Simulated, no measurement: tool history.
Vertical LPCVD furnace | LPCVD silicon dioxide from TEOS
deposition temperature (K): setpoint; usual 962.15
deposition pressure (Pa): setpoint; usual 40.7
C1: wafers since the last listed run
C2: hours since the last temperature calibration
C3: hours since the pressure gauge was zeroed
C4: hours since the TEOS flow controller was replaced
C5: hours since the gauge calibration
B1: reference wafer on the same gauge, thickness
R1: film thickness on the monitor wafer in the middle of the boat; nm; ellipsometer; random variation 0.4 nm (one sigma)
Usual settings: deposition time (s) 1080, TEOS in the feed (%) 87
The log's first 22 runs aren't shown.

Run 23, hour 563.4: usual settings but deposition pressure (Pa) 33.3, deposition time (s) 1290; C1 155; C2 483.2; C3 482.1; C4 347.4; C5 215.9; B1 101.81. Result: R1 122.67 nm.
Run 24, hour 577: usual settings; C1 167; C2 496.8; C3 495.7; C4 361; C5 229.5; B1 101.73. Result: R1 112.93 nm.
Run 25, hour 590.1: usual settings but deposition temperature (K) 950.15, deposition pressure (Pa) 48; C1 161; C2 509.9; C3 508.8; C4 374.1; C5 242.6; B1 101.7. Result: R1 92.43 nm.
Run 26, hour 609: usual settings but deposition time (s) 1260, TEOS in the feed (%) 79; C1 233; C2 528.8; C3 527.7; C4 393; C5 261.5; B1 101.69. Result: R1 126.26 nm.
Run 27, hour 631.7: usual settings but deposition pressure (Pa) 44.7; C1 280; C2 551.5; C3 550.4; C4 415.7; C5 284.2; B1 101.5. Result: R1 118.32 nm.
Run 28, hour 648.1: usual settings but TEOS in the feed (%) 97; C1 202; C2 567.9; C3 566.8; C4 432.1; C5 300.6; B1 101.45. Result: R1 119.25 nm.
Run 29, hour 676.1: usual settings; C1 345; C2 595.9; C3 594.8; C4 460.1; C5 328.6; B1 101.3. Result: R1 112.9 nm.
Run 30, hour 707.6: usual settings but deposition pressure (Pa) 44.7, deposition time (s) 1290; C1 389; C2 627.4; C3 626.3; C4 491.6; C5 360.1; B1 101.19. Result: R1 140.76 nm.
Run 31, hour 728.5: usual settings but deposition time (s) 1320; C1 258; C2 648.3; C3 647.2; C4 512.5; C5 381; B1 101.09. Result: R1 137.53 nm.

4 ways to go on from here, each from the tool as it stands after run 31. What would each give?
Run A, hour 732.9: usual settings; C1 54; C2 652.7; C3 651.6; C4 516.9; C5 385.4; B1 ?. Result: R1 ?.
Run B, hour 732.9: usual settings but deposition temperature (K) 965.15, deposition time (s) 1440, TEOS in the feed (%) 93; C1 54; C2 652.7; C3 651.6; C4 516.9; C5 385.4; B1 ?. Result: R1 ?.
Run C, hour 732.9: usual settings but deposition temperature (K) 972.15; C1 54; C2 652.7; C3 651.6; C4 516.9; C5 385.4; B1 ?. Result: R1 ?.
Run D, hour 732.9: usual settings but deposition temperature (K) 969.15; C1 54; C2 652.7; C3 651.6; C4 516.9; C5 385.4; B1 ?. Result: R1 ?.

run      B1      R1
  A  101.06  112.05
  B  101.06  165.86
  C  101.06  141.81
  D  101.06   132.2
Without the tool's hidden state the same runs would have given:
run      R1
  A  114.19
  B  169.03
  C  144.51
  D  134.72

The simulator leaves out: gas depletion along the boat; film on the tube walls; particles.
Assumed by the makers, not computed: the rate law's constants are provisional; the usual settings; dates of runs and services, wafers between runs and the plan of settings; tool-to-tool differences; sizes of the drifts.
